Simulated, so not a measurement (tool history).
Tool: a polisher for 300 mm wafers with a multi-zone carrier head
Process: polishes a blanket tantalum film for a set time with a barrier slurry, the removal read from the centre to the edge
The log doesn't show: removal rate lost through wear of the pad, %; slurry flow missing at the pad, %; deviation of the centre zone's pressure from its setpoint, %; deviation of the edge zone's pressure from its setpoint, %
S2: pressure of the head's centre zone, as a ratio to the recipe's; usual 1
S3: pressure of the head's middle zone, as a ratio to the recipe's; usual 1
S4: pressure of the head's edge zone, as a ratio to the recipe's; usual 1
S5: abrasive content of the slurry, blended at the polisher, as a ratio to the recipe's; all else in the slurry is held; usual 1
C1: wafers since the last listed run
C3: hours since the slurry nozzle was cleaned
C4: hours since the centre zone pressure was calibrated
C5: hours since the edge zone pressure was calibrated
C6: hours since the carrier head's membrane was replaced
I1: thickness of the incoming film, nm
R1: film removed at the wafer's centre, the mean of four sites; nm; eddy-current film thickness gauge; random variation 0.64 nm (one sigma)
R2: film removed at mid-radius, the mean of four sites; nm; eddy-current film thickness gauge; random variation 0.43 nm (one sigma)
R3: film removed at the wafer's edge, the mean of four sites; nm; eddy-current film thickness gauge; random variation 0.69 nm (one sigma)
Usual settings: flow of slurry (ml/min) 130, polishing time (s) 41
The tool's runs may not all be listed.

run 1 hour=0 | flow_of_slurry_(ml/min)=130 S2=1 S3=0.96 S4=1 S5=1 polishing_time_(s)=50 | C1=0 wafers_polished_on_this_pad=561 C3=187.4 C4=993 C5=619.2 C6=1597 | I1=271.3 | R1=57.4 R2=56.9 R3=57.9
run 2 hour=27.3 | flow_of_slurry_(ml/min)=130 S2=0.96 S3=1 S4=1 S5=1 polishing_time_(s)=41 | C1=216 wafers_polished_on_this_pad=777 C3=214.7 C4=1020.3 C5=646.5 C6=1624.3 | I1=270.5 | R1=45.4 R2=47.8 R3=47.5
-- hour=33.3 worn pad replaced by a new one
run 3 hour=41.3 | flow_of_slurry_(ml/min)=130 S2=0.96 S3=1 S4=1 S5=1 polishing_time_(s)=41 | C1=79 wafers_polished_on_this_pad=63 C3=228.7 C4=1034.3 C5=660.5 C6=1638.3 | I1=272.5 | R1=45.4 R2=47.3 R3=47.5
run 4 hour=68.3 | flow_of_slurry_(ml/min)=130 S2=1 S3=1 S4=1 S5=1 polishing_time_(s)=41 | C1=213 wafers_polished_on_this_pad=277 C3=255.7 C4=1061.3 C5=687.5 C6=1665.3 | I1=269 | R1=46.4 R2=47 R3=48.2
run 5 hour=91 | flow_of_slurry_(ml/min)=130 S2=1 S3=1 S4=1 S5=1 polishing_time_(s)=41 | C1=179 wafers_polished_on_this_pad=457 C3=278.4 C4=1084 C5=710.2 C6=1688 | I1=270.5 | R1=46.4 R2=47 R3=46.2
run 6 hour=118.6 | flow_of_slurry_(ml/min)=130 S2=1 S3=1 S4=1 S5=1 polishing_time_(s)=41 | C1=218 wafers_polished_on_this_pad=676 C3=306 C4=1111.6 C5=737.8 C6=1715.6 | I1=270.5 | R1=45.3 R2=45.5 R3=45.8
run 7 hour=144.6 | flow_of_slurry_(ml/min)=130 S2=1 S3=1 S4=1 S5=1 polishing_time_(s)=41 | C1=206 wafers_polished_on_this_pad=882 C3=332 C4=1137.6 C5=763.8 C6=1741.6 | I1=271.6 | R1=45.4 R2=46.2 R3=45.5
-- hour=148.9 worn pad replaced by a new one
run 8 hour=162.8 | flow_of_slurry_(ml/min)=130 S2=1 S3=1.06 S4=1 S5=1 polishing_time_(s)=41 | C1=112 wafers_polished_on_this_pad=110 C3=350.2 C4=1155.8 C5=782 C6=1759.8 | I1=270.3 | R1=45.6 R2=47.7 R3=46
run 9 hour=187.5 | flow_of_slurry_(ml/min)=130 S2=1 S3=1 S4=1 S5=1 polishing_time_(s)=41 | C1=195 wafers_polished_on_this_pad=306 C3=374.9 C4=1180.5 C5=806.7 C6=1784.5 | I1=265.9 | R1=44.9 R2=46.2 R3=46.8
run 10 hour=211.6 | flow_of_slurry_(ml/min)=130 S2=1 S3=1 S4=1 S5=1 polishing_time_(s)=41 | C1=190 wafers_polished_on_this_pad=497 C3=399 C4=1204.6 C5=830.8 C6=1808.6 | I1=267.9 | R1=45.2 R2=45.3 R3=46.5
run 11 hour=239.6 | flow_of_slurry_(ml/min)=130 S2=1 S3=1 S4=1 S5=1 polishing_time_(s)=41 | C1=221 wafers_polished_on_this_pad=718 C3=427 C4=1232.6 C5=858.8 C6=1836.6 | I1=267.3 | R1=44.1 R2=45.2 R3=44.7
-- hour=252.3 worn pad replaced by a new one
run 12 hour=265.3 | flow_of_slurry_(ml/min)=130 S2=1.05 S3=0.9 S4=1 S5=0.85 polishing_time_(s)=36 | C1=171 wafers_polished_on_this_pad=103 C3=452.7 C4=1258.3 C5=884.5 C6=1862.3 | I1=269.7 | R1=37.1 R2=33.6 R3=36.9
-- hour=277.7 centre zone pressure recalibrated
run 13 hour=284.7 | flow_of_slurry_(ml/min)=170 S2=1 S3=0.9 S4=1 S5=1.3 polishing_time_(s)=41 | C1=137 wafers_polished_on_this_pad=241 C3=472.1 C4=7 C5=903.9 C6=1881.7 | I1=266.1 | R1=51.5 R2=47.3 R3=53.1
-- hour=342.3 edge zone pressure recalibrated
-- hour=343.7 carrier head's membrane replaced by a new one
run 14 hour=350.1 | flow_of_slurry_(ml/min)=110 S2=1 S3=1 S4=1.05 S5=1 polishing_time_(s)=41 | C1=491 wafers_polished_on_this_pad=732 C3=537.5 C4=72.4 C5=7.8 C6=6.4 | I1=264.2 | R1=39.6 R2=41.3 R3=44.1
-- hour=357.1 worn pad replaced by a new one
-- hour=358.3 slurry nozzle cleaned
run 15 hour=373.2 | flow_of_slurry_(ml/min)=130 S2=1 S3=1 S4=1 S5=1 polishing_time_(s)=41 | C1=143 wafers_polished_on_this_pad=119 C3=14.9 C4=95.5 C5=30.9 C6=29.5 | I1=270.8 | R1=49 R2=47.5 R3=47
run 16 hour=386.3 | flow_of_slurry_(ml/min)=130 S2=1 S3=0.96 S4=1 S5=1 polishing_time_(s)=50 | C1=103 wafers_polished_on_this_pad=223 C3=28 C4=108.6 C5=44 C6=42.6 | I1=265.6 | R1=59 R2=57 R3=60.4
run 17 hour=409.9 | flow_of_slurry_(ml/min)=95 S2=1.05 S3=1 S4=1 S5=1 polishing_time_(s)=41 | C1=187 wafers_polished_on_this_pad=410 C3=51.6 C4=132.2 C5=67.6 C6=66.2 | I1=265.8 | R1=45.7 R2=44.7 R3=44.6
run 18 hour=443.9 | flow_of_slurry_(ml/min)=130 S2=1.11 S3=0.89 S4=0.93 S5=1 polishing_time_(s)=41 | C1=269 wafers_polished_on_this_pad=679 C3=85.6 C4=166.2 C5=101.6 C6=100.2 | I1=269.9 | R1=51 R2=43 R3=47.6
-- hour=461.7 worn pad replaced by a new one
run 19 hour=462.2 | flow_of_slurry_(ml/min)=100 S2=1 S3=1.06 S4=0.89 S5=1 polishing_time_(s)=41 | C1=113 wafers_polished_on_this_pad=3 C3=103.9 C4=184.5 C5=119.9 C6=118.5 | I1=270.3 | R1=44 R2=46.5 R3=42.4
run 20 hour=474.3 | flow_of_slurry_(ml/min)=155 S2=1 S3=1 S4=1.04 S5=1 polishing_time_(s)=41 | C1=95 wafers_polished_on_this_pad=99 C3=116 C4=196.6 C5=132 C6=130.6 | I1=273.9 | R1=50.1 R2=49.6 R3=48.8
run 21 hour=502.4 | flow_of_slurry_(ml/min)=130 S2=1 S3=1 S4=1 S5=1 polishing_time_(s)=41 | C1=222 wafers_polished_on_this_pad=322 C3=144.1 C4=224.7 C5=160.1 C6=158.7 | I1=269.9 | R1=47 R2=47.9 R3=48.7

3 ways to go on from here, each from the tool as it stands after run 21. What would each give?
run A hour=502.8 | flow_of_slurry_(ml/min)=130 S2=1 S3=1 S4=1 S5=1 polishing_time_(s)=41 | C1=3 wafers_polished_on_this_pad=325 C3=144.5 C4=225.1 C5=160.5 C6=159.1 | I1=269 | R1=? R2=? R3=?
run B hour=502.8 | flow_of_slurry_(ml/min)=130 S2=0.91 S3=0.97 S4=1 S5=1 polishing_time_(s)=41 | C1=3 wafers_polished_on_this_pad=325 C3=144.5 C4=225.1 C5=160.5 C6=159.1 | I1=269 | R1=? R2=? R3=?
run C hour=502.8 | flow_of_slurry_(ml/min)=170 S2=1 S3=0.96 S4=1 S5=1 polishing_time_(s)=41 | C1=3 wafers_polished_on_this_pad=325 C3=144.5 C4=225.1 C5=160.5 C6=159.1 | I1=269 | R1=? R2=? R3=?

run=A R1=46.8 R2=46.6 R3=48
run=B R1=43.5 R2=45.4 R3=48.1
run=C R1=49.9 R2=47.6 R3=50
Without the tool's hidden state the same runs would have given:
run=A R1=48.7 R2=48.3 R3=49.2
run=B R1=45.3 R2=47.1 R3=49.3
run=C R1=51.5 R2=49 R3=51
